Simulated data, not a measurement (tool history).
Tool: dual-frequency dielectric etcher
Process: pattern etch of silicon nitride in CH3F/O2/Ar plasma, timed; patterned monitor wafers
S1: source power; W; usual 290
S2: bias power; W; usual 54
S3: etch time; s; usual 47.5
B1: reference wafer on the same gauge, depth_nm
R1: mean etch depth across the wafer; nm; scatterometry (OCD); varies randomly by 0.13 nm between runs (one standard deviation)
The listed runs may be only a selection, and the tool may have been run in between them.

run 1 hour=0.0 | S1=290 S2=54 S3=47.5 | B1=23.74 | R1=24.75
run 2 hour=61.8 | S1=290 S2=54 S3=47.5 | B1=23.66 | R1=24.26
run 3 hour=114.6 | S1=290 S2=54 S3=47.5 | B1=23.68 | R1=24.28
run 4 hour=164.4 | S1=290 S2=54 S3=47.5 | B1=23.70 | R1=24.15
run 5 hour=207.3 | S1=290 S2=54 S3=47.5 | B1=23.70 | R1=24.11
run 6 hour=291.1 | S1=290 S2=54 S3=47.5 | B1=23.69 | R1=24.12
run 7 hour=334.9 | S1=290 S2=54 S3=47.5 | B1=23.75 | R1=23.73
run 8 hour=438.0 | S1=290 S2=54 S3=47.5 | B1=23.69 | R1=23.70
run 9 hour=543.9 | S1=360 S2=47 S3=52.5 | B1=23.73 | R1=27.93
run 10 hour=622.2 | S1=360 S2=47 S3=52.5 | B1=23.67 | R1=27.59
run 11 hour=851.5 | S1=220 S2=54 S3=34.5 | B1=23.72 | R1=17.16
run 12 hour=951.7 | S1=230 S2=54 S3=47.5 | B1=23.69 | R1=23.81
run 13 hour=1059.3 | S1=310 S2=65 S3=35.0 | B1=23.72 | R1=20.01
run 14 hour=1221.5 | S1=260 S2=42 S3=42.5 | B1=23.69 | R1=19.97
run 15 hour=1270.7 | S1=320 S2=62 S3=56.0 | B1=23.72 | R1=32.18
run 16 hour=1370.6 | S1=290 S2=54 S3=40.5 | B1=23.71 | R1=21.39
run 17 hour=1476.4 | S1=220 S2=42 S3=47.5 | B1=23.70 | R1=21.33
run 18 hour=1568.0 | S1=360 S2=54 S3=35.5 | B1=23.64 | R1=19.77
run 19 hour=1639.1 | S1=320 S2=62 S3=36.5 | B1=23.70 | R1=20.62
run 20 hour=1691.9 | S1=360 S2=60 S3=47.5 | B1=23.70 | R1=27.44
run 21 hour=1760.4 | S1=290 S2=58 S3=34.5 | B1=23.67 | R1=18.46
run 22 hour=1825.3 | S1=250 S2=54 S3=59.0 | B1=23.77 | R1=29.91
run 23 hour=1896.0 | S1=320 S2=62 S3=36.5 | B1=23.71 | R1=20.86
run 24 hour=1964.2 | S1=360 S2=60 S3=47.5 | B1=23.65 | R1=27.72
run 25 hour=2067.6 | S1=250 S2=54 S3=47.5 | B1=23.74 | R1=24.42
run 26 hour=2169.6 | S1=290 S2=54 S3=47.5 | B1=23.75 | R1=24.99
run 27 hour=2258.1 | S1=290 S2=54 S3=47.5 | B1=23.71 | R1=25.04
run 28 hour=2294.2 | S1=290 S2=50 S3=47.5 | B1=23.69 | R1=24.17

Not shown: 8 entries that the log had between the listed runs. Between which runs, and how does the tool's hidden state differ before and after?
In the gap between runs 1 and 2: wet clean of the chamber (hour 61.3)
  etch rate over this chamber's usual, %: -2.39 -> -4.9
  measured minus no-state result, R1: -0.61 -> -1.25 nm
In the gap between runs 5 and 6: upper electrode replaced (hour 290.6)
  etch rate over this chamber's usual, %: -5.51 -> -5.87
  measured minus no-state result, R1: -1.41 -> -1.50 nm
In the gap between runs 8 and 9: wet clean of the chamber, repeated, since the last time left the tool worse (hour 543.4)
  etch rate over this chamber's usual, %: -6.48 -> -0.442
  measured minus no-state result, R1: -1.64 -> -0.12 nm
In the gap between runs 9 and 10: bias power generator calibrated (hour 570.2)
  etch rate over this chamber's usual, %: -0.442 -> -0.771
  measured minus no-state result, R1: -0.12 -> -0.22 nm
In the gap between runs 13 and 14: wet clean of the chamber (hour 1221.0)
  etch rate over this chamber's usual, %: -2.61 -> -0.397
  measured minus no-state result, R1: -0.53 -> -0.08 nm
In the gap between runs 14 and 15: gauge calibrated (hour 1229.3)
  etch rate over this chamber's usual, %: -0.397 -> -0.604
  measured minus no-state result, R1: -0.08 -> -0.19 nm
In the gap between runs 16 and 17: source power generator calibrated (hour 1402.6)
  etch rate over this chamber's usual, %: -1.02 -> -1.47
  measured minus no-state result, R1: -0.22 -> -0.32 nm
In the gap between runs 22 and 23: wet clean of the chamber (hour 1864.1)
  etch rate over this chamber's usual, %: -2.93 -> -0.519
  measured minus no-state result, R1: -0.90 -> -0.11 nm
